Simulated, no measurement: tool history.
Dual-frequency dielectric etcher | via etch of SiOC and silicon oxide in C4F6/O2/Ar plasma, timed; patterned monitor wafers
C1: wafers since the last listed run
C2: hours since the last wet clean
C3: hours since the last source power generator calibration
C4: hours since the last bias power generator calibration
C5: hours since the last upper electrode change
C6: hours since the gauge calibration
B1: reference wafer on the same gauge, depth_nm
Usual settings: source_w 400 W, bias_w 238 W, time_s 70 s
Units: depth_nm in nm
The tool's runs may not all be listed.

run 1 hour=0 | source_w=400 bias_w=238 time_s=86 | C1=0 C2=47.5 C3=2925.4 C4=3681.4 C5=3450.8 C6=631.3 | B1=74.9 | depth_nm=102.7
run 2 hour=54.6 | source_w=360 bias_w=238 time_s=70 | C1=947 C2=102.1 C3=2980 C4=3736 C5=3505.4 C6=685.9 | B1=74.8 | depth_nm=80.2
run 3 hour=89.3 | source_w=400 bias_w=238 time_s=70 | C1=602 C2=136.8 C3=3014.7 C4=3770.7 C5=3540.1 C6=720.6 | B1=74.9 | depth_nm=82.8
run 4 hour=161.1 | source_w=400 bias_w=238 time_s=70 | C1=1245 C2=208.6 C3=3086.5 C4=3842.5 C5=3611.9 C6=792.4 | B1=74.9 | depth_nm=82.6
run 5 hour=214.6 | source_w=400 bias_w=238 time_s=70 | C1=928 C2=262.1 C3=3140 C4=3896 C5=3665.4 C6=845.9 | B1=74.8 | depth_nm=82.1
run 6 hour=248.9 | source_w=400 bias_w=238 time_s=70 | C1=595 C2=296.4 C3=3174.3 C4=3930.3 C5=3699.7 C6=880.2 | B1=74.8 | depth_nm=82.1
run 7 hour=281.2 | source_w=400 bias_w=238 time_s=70 | C1=560 C2=328.7 C3=3206.6 C4=3962.6 C5=3732 C6=912.5 | B1=74.8 | depth_nm=82.1
run 8 hour=306.4 | source_w=400 bias_w=238 time_s=70 | C1=437 C2=353.9 C3=3231.8 C4=3987.8 C5=3757.2 C6=937.7 | B1=74.8 | depth_nm=81.7
run 9 hour=337 | source_w=400 bias_w=279 time_s=70 | C1=531 C2=384.5 C3=3262.4 C4=4018.4 C5=3787.8 C6=968.3 | B1=74.7 | depth_nm=85.4
-- hour=369.9 wet clean of the chamber
run 10 hour=391.5 | source_w=400 bias_w=238 time_s=70 | C1=529 C2=21.6 C3=3316.9 C4=4072.9 C5=3842.3 C6=1022.8 | B1=74.8 | depth_nm=80.4
run 11 hour=461.6 | source_w=400 bias_w=238 time_s=70 | C1=1216 C2=91.7 C3=3387 C4=4143 C5=3912.4 C6=1092.9 | B1=74.8 | depth_nm=80.1
run 12 hour=489.3 | source_w=400 bias_w=238 time_s=70 | C1=480 C2=119.4 C3=3414.7 C4=4170.7 C5=3940.1 C6=1120.6 | B1=74.9 | depth_nm=79.7
-- hour=523.1 wet clean of the chamber, repeated, since the last time left the tool worse
run 13 hour=524.2 | source_w=360 bias_w=238 time_s=85 | C1=189 C2=1.1 C3=3449.6 C4=4205.6 C5=3975 C6=1155.5 | B1=74.9 | depth_nm=97.9
run 14 hour=560.3 | source_w=370 bias_w=280 time_s=70 | C1=626 C2=37.2 C3=3485.7 C4=4241.7 C5=4011.1 C6=1191.6 | B1=74.9 | depth_nm=85.1
-- hour=633.9 upper electrode replaced
run 15 hour=657.6 | source_w=400 bias_w=238 time_s=86 | C1=1272 C2=134.5 C3=3583 C4=4339 C5=23.7 C6=1288.9 | B1=74.7 | depth_nm=102.5
run 16 hour=718.5 | source_w=400 bias_w=255 time_s=76 | C1=1056 C2=195.4 C3=3643.9 C4=4399.9 C5=84.6 C6=1349.8 | B1=74.8 | depth_nm=90.9
-- hour=728.7 bias power generator calibrated
run 17 hour=744.3 | source_w=500 bias_w=272 time_s=52 | C1=378 C2=221.2 C3=3669.7 C4=15.6 C5=110.4 C6=1375.6 | B1=74.8 | depth_nm=68.6
run 18 hour=813.2 | source_w=400 bias_w=276 time_s=64.5 | C1=1195 C2=290.1 C3=3738.6 C4=84.5 C5=179.3 C6=1444.5 | B1=74.8 | depth_nm=79
-- hour=815.5 gauge calibrated
run 19 hour=878.5 | source_w=370 bias_w=238 time_s=57.5 | C1=1133 C2=355.4 C3=3803.9 C4=149.8 C5=244.6 C6=63 | B1=74.8 | depth_nm=65.1
-- hour=894 source power generator calibrated
-- hour=939.2 wet clean of the chamber
run 20 hour=939.7 | source_w=340 bias_w=200 time_s=57 | C1=576 C2=0.5 C3=45.7 C4=211 C5=305.8 C6=124.2 | B1=74.8 | depth_nm=62.2
run 21 hour=962.7 | source_w=430 bias_w=287 time_s=70 | C1=399 C2=23.5 C3=68.7 C4=234 C5=328.8 C6=147.2 | B1=74.8 | depth_nm=89.7
run 22 hour=1027.8 | source_w=330 bias_w=270 time_s=70 | C1=1129 C2=88.6 C3=133.8 C4=299.1 C5=393.9 C6=212.3 | B1=74.9 | depth_nm=81.4
run 23 hour=1065.7 | source_w=400 bias_w=283 time_s=85 | C1=657 C2=126.5 C3=171.7 C4=337 C5=431.8 C6=250.2 | B1=74.9 | depth_nm=106
run 24 hour=1133 | source_w=450 bias_w=269 time_s=61.5 | C1=1167 C2=193.8 C3=239 C4=404.3 C5=499.1 C6=317.5 | B1=74.8 | depth_nm=78.6
run 25 hour=1183.3 | source_w=400 bias_w=238 time_s=70 | C1=872 C2=244.1 C3=289.3 C4=454.6 C5=549.4 C6=367.8 | B1=74.8 | depth_nm=82.2

Forecast each of these 4 alternatives for the next run:
run A hour=1183.7 | source_w=400 bias_w=205 time_s=70 | C1=6 C2=244.5 C3=289.7 C4=455 C5=549.8 C6=368.2 | B1=? | depth_nm=?
run B hour=1183.7 | source_w=400 bias_w=238 time_s=78.5 | C1=6 C2=244.5 C3=289.7 C4=455 C5=549.8 C6=368.2 | B1=? | depth_nm=?
run C hour=1183.7 | source_w=400 bias_w=238 time_s=86.5 | C1=6 C2=244.5 C3=289.7 C4=455 C5=549.8 C6=368.2 | B1=? | depth_nm=?
run D hour=1183.7 | source_w=370 bias_w=238 time_s=70 | C1=6 C2=244.5 C3=289.7 C4=455 C5=549.8 C6=368.2 | B1=? | depth_nm=?

run=A B1=74.8 depth_nm=79.7
run=B B1=74.8 depth_nm=92.9
run=C B1=74.8 depth_nm=102.4
run=D B1=74.8 depth_nm=80.8
Without the tool's hidden state the same runs would have given:
run=A depth_nm=81.2
run=B depth_nm=94.7
run=C depth_nm=104.3
run=D depth_nm=82.3

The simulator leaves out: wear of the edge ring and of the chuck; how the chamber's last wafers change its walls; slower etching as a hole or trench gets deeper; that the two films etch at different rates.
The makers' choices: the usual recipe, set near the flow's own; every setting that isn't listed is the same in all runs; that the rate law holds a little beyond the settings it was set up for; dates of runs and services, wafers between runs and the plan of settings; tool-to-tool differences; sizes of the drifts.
